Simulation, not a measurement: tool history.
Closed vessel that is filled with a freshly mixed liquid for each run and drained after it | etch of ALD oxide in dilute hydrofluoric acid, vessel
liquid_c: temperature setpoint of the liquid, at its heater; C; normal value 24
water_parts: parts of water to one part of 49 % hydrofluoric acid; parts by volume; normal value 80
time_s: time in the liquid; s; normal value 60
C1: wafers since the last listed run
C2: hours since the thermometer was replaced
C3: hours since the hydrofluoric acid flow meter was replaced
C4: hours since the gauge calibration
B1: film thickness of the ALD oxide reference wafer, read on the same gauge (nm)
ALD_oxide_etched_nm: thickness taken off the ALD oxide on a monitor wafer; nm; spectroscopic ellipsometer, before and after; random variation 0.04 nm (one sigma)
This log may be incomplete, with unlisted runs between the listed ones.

{"run": 1, "day": 0.0, "liquid_c": 24, "water_parts": 80, "time_s": 60, "C1": 0, "C2": 1431.5, "C3": 3.3, "C4": 637.4, "B1": 99.99, "ALD_oxide_etched_nm": 11.34}
{"run": 2, "day": 1.008, "liquid_c": 24, "water_parts": 80, "time_s": 60, "C1": 1970, "C2": 1455.7, "C3": 27.5, "C4": 661.6, "B1": 99.93, "ALD_oxide_etched_nm": 11.26}
{"run": 3, "day": 3.875, "liquid_c": 24, "water_parts": 80, "time_s": 60, "C1": 5602, "C2": 1524.5, "C3": 96.3, "C4": 730.4, "B1": 99.98, "ALD_oxide_etched_nm": 11.24}
{"run": 4, "day": 5.942, "liquid_c": 24, "water_parts": 65, "time_s": 35, "C1": 4039, "C2": 1574.1, "C3": 145.9, "C4": 780, "B1": 100.02, "ALD_oxide_etched_nm": 8.25}
{"run": 5, "day": 8.858, "liquid_c": 24, "water_parts": 65, "time_s": 35, "C1": 5700, "C2": 1644.1, "C3": 215.9, "C4": 850, "B1": 100.01, "ALD_oxide_etched_nm": 8.25}
{"run": 6, "day": 11.638, "liquid_c": 24, "water_parts": 65, "time_s": 35, "C1": 5431, "C2": 1710.8, "C3": 282.6, "C4": 916.7, "B1": 99.99, "ALD_oxide_etched_nm": 8.25}
{"run": 7, "day": 12.888, "liquid_c": 24, "water_parts": 80, "time_s": 60, "C1": 2442, "C2": 1740.8, "C3": 312.6, "C4": 946.7, "B1": 99.97, "ALD_oxide_etched_nm": 11.21}
{"run": 8, "day": 13.908, "liquid_c": 24, "water_parts": 80, "time_s": 60, "C1": 1995, "C2": 1765.3, "C3": 337.1, "C4": 971.2, "B1": 100.01, "ALD_oxide_etched_nm": 11.27}
{"run": 9, "day": 16.679, "liquid_c": 24, "water_parts": 80, "time_s": 60, "C1": 5415, "C2": 1831.8, "C3": 403.6, "C4": 1037.7, "B1": 100.03, "ALD_oxide_etched_nm": 11.22}
{"run": 10, "day": 18.371, "liquid_c": 24, "water_parts": 80, "time_s": 60, "C1": 3306, "C2": 1872.4, "C3": 444.2, "C4": 1078.3, "B1": 100.04, "ALD_oxide_etched_nm": 11.18}
{"run": 11, "day": 20.675, "liquid_c": 24, "water_parts": 80, "time_s": 60, "C1": 4503, "C2": 1927.7, "C3": 499.5, "C4": 1133.6, "B1": 99.99, "ALD_oxide_etched_nm": 11.15}
{"day": 21.788, "done": "hydrofluoric acid flow meter replaced"}
{"run": 12, "day": 28.196, "liquid_c": 24, "water_parts": 80, "time_s": 60, "C1": 14617, "C2": 2108.2, "C3": 153.8, "C4": 1314.1, "B1": 99.99, "ALD_oxide_etched_nm": 11.16}
{"run": 13, "day": 29.562, "liquid_c": 28.5, "water_parts": 45, "time_s": 40, "C1": 2670, "C2": 2141, "C3": 186.6, "C4": 1346.9, "B1": 99.97, "ALD_oxide_etched_nm": 16.56}
{"run": 14, "day": 32.221, "liquid_c": 24, "water_parts": 80, "time_s": 50, "C1": 5195, "C2": 2204.8, "C3": 250.4, "C4": 1410.7, "B1": 99.93, "ALD_oxide_etched_nm": 9.27}
{"day": 32.562, "done": "thermometer replaced"}
{"run": 15, "day": 34.15, "liquid_c": 24, "water_parts": 105, "time_s": 50, "C1": 3688, "C2": 38.1, "C3": 296.7, "C4": 1457, "B1": 100, "ALD_oxide_etched_nm": 7.12}
{"day": 35.55, "done": "gauge calibrated"}
{"run": 16, "day": 35.904, "liquid_c": 24, "water_parts": 80, "time_s": 60, "C1": 3428, "C2": 80.2, "C3": 338.8, "C4": 8.5, "B1": 99.97, "ALD_oxide_etched_nm": 11.58}
{"run": 17, "day": 36.933, "liquid_c": 20.5, "water_parts": 80, "time_s": 40, "C1": 2011, "C2": 104.9, "C3": 363.5, "C4": 33.2, "B1": 100, "ALD_oxide_etched_nm": 6.72}
{"run": 18, "day": 37.979, "liquid_c": 24, "water_parts": 80, "time_s": 60, "C1": 2043, "C2": 130, "C3": 388.6, "C4": 58.3, "B1": 99.97, "ALD_oxide_etched_nm": 11.62}
{"run": 19, "day": 40.317, "liquid_c": 24, "water_parts": 80, "time_s": 60, "C1": 4568, "C2": 186.1, "C3": 444.7, "C4": 114.4, "B1": 99.97, "ALD_oxide_etched_nm": 11.62}
{"run": 20, "day": 42.767, "liquid_c": 20, "water_parts": 80, "time_s": 80, "C1": 4788, "C2": 244.9, "C3": 503.5, "C4": 173.2, "B1": 100.06, "ALD_oxide_etched_nm": 13.11}
{"day": 42.967, "done": "hydrofluoric acid flow meter replaced"}
{"run": 21, "day": 45.554, "liquid_c": 19.5, "water_parts": 80, "time_s": 60, "C1": 5366, "C2": 311.8, "C3": 62.1, "C4": 240.1, "B1": 99.97, "ALD_oxide_etched_nm": 9.65}
{"run": 22, "day": 47.633, "liquid_c": 22.5, "water_parts": 80, "time_s": 60, "C1": 4063, "C2": 361.7, "C3": 112, "C4": 290, "B1": 99.96, "ALD_oxide_etched_nm": 10.9}
{"run": 23, "day": 49.088, "liquid_c": 27.5, "water_parts": 65, "time_s": 60, "C1": 2841, "C2": 396.6, "C3": 146.9, "C4": 324.9, "B1": 100.04, "ALD_oxide_etched_nm": 16.61}
{"run": 24, "day": 53.888, "liquid_c": 27.5, "water_parts": 105, "time_s": 50, "C1": 9381, "C2": 511.8, "C3": 262.1, "C4": 440.1, "B1": 100.01, "ALD_oxide_etched_nm": 8.16}

What if the next run were any one of these 4? Each begins from the tool's condition after run 24:
{"run": "A", "day": 53.917, "liquid_c": 27, "water_parts": 80, "time_s": 60, "C1": 57, "C2": 512.5, "C3": 262.8, "C4": 440.8, "B1": "?", "ALD_oxide_etched_nm": "?"}
{"run": "B", "day": 53.917, "liquid_c": 20.5, "water_parts": 90, "time_s": 60, "C1": 57, "C2": 512.5, "C3": 262.8, "C4": 440.8, "B1": "?", "ALD_oxide_etched_nm": "?"}
{"run": "C", "day": 53.917, "liquid_c": 24, "water_parts": 80, "time_s": 35, "C1": 57, "C2": 512.5, "C3": 262.8, "C4": 440.8, "B1": "?", "ALD_oxide_etched_nm": "?"}
{"run": "D", "day": 53.917, "liquid_c": 24, "water_parts": 65, "time_s": 50, "C1": 57, "C2": 512.5, "C3": 262.8, "C4": 440.8, "B1": "?", "ALD_oxide_etched_nm": "?"}

run=A B1=100.03 ALD_oxide_etched_nm=12.96
run=B B1=100.03 ALD_oxide_etched_nm=8.76
run=C B1=100.03 ALD_oxide_etched_nm=6.71
run=D B1=100.03 ALD_oxide_etched_nm=12.02
What these runs would have given with no unlogged condition in the tool:
run=A ALD_oxide_etched_nm=13.16
run=B ALD_oxide_etched_nm=8.9
run=C ALD_oxide_etched_nm=6.82
run=D ALD_oxide_etched_nm=12.22

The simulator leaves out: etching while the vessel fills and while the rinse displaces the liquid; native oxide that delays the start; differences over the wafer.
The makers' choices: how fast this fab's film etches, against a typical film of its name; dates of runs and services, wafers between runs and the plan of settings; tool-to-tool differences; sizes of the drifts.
